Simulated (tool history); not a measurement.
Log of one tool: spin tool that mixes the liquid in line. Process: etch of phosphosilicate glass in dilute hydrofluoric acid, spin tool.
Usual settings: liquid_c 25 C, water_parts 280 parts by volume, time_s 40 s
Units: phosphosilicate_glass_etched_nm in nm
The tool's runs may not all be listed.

run	hour	liquid_c	water_parts	time_s	wafers since the last listed run	hours since the thermometer was replaced	hours since the hydrofluoric acid flow meter was replaced	hours since the gauge calibration	read-back film thickness of the phosphosilicate glass reference wafer, read on the same gauge (nm)	phosphosilicate_glass_etched_nm
1	0	23.5	280	40	0	679.5	37.3	780.8	39.99	11.44
2	43	23.5	280	40	480	722.5	80.3	823.8	40	11.48
3	95.3	25	280	40	584	774.8	132.6	876.1	40.01	12.09
4	133.8	25	280	40	430	813.3	171.1	914.6	40.01	12.04
5	190.8	25	280	40	637	870.3	228.1	971.6	39.99	12.08
6	261.1	25	280	40	785	940.6	298.4	1041.9	40.01	12.16
7	303.6	25	325	40	474	983.1	340.9	1084.4	40	9.99
8	339.9	25	325	40	405	1019.4	377.2	1120.7	40	10.01
9	384.4	25	325	40	497	1063.9	421.7	1165.2	40.02	10.15
10	452.6	25	280	40	762	1132.1	489.9	1233.4	39.99	12.28
11	480.3	25	280	40	309	1159.8	517.6	1261.1	39.99	12.4
12	512.2	25	280	40	356	1191.7	549.5	1293	40.01	12.39
# hour 545: thermometer replaced
13	556.8	25	280	40	487	11.8	594.1	1337.6	40.01	12.3
14	585	25	280	40	315	40	622.3	1365.8	40	12.29
15	637.3	25	280	40	584	92.3	674.6	1418.1	40	12.36
16	772	25	280	40	1505	227	809.3	1552.8	39.99	12.39
17	838.3	22	280	20	740	293.3	875.6	1619.1	40.01	5.63
18	873.1	25	395	15	388	328.1	910.4	1653.9	39.99	3
19	944.6	25	155	55	799	399.6	981.9	1725.4	40.01	35.17
20	1014.7	25	280	40	783	469.7	1052	1795.5	40	12.59
21	1056.3	25	280	55	464	511.3	1093.6	1837.1	39.99	17.36
# hour 1073.3: gauge calibrated
# hour 1116.6: hydrofluoric acid flow meter replaced
22	1139.2	28	160	55	915	594.2	22.6	65.9	40.02	36.74
23	1177.6	25	280	40	429	632.6	61	104.3	40.01	11.96
24	1233.5	25	280	25	624	688.5	116.9	160.2	39.99	7.58
25	1443.7	25	185	15	2349	898.7	327.1	370.4	40	7.7
26	1496.8	25	405	40	593	951.8	380.2	423.5	40.02	7.5
27	1538.1	27	365	55	461	993.1	421.5	464.8	39.98	12.65
28	1579.7	27.5	370	20	464	1034.7	463.1	506.4	40	4.63
29	1631.7	23.5	200	25	581	1086.7	515.1	558.4	40	11.03
30	1677.6	30	280	25	512	1132.6	561	604.3	39.98	9.05
31	1735.6	25	365	20	648	1190.6	619	662.3	39.98	4.36
# hour 1791: thermometer replaced
32	1792.3	27	280	30	622	1.3	675.7	719	40	9.89
33	1828.4	25	365	20	403	37.4	711.8	755.1	40.01	4.37

How the hidden state differs across the entries between the runs, from the last listed run before each to the first after it:
Between runs 12 and 13: thermometer replaced (hour 545)
  hydrofluoric acid flow above the setpoint (%): 1.91 -> 2.04
  measured less the result without the state, phosphosilicate_glass_etched_nm: +0.3 -> +0.31 nm
Between runs 21 and 22: gauge calibrated (hour 1073.3); hydrofluoric acid flow meter replaced (hour 1116.6)
  hydrofluoric acid flow above the setpoint (%): 3.54 -> 0.276
  measured less the result without the state, phosphosilicate_glass_etched_nm: +0.76 -> +0.12 nm
Between runs 31 and 32: thermometer replaced (hour 1791)
  hydrofluoric acid flow above the setpoint (%): 2.06 -> 2.23
  measured less the result without the state, phosphosilicate_glass_etched_nm: +0.12 -> +0.28 nm
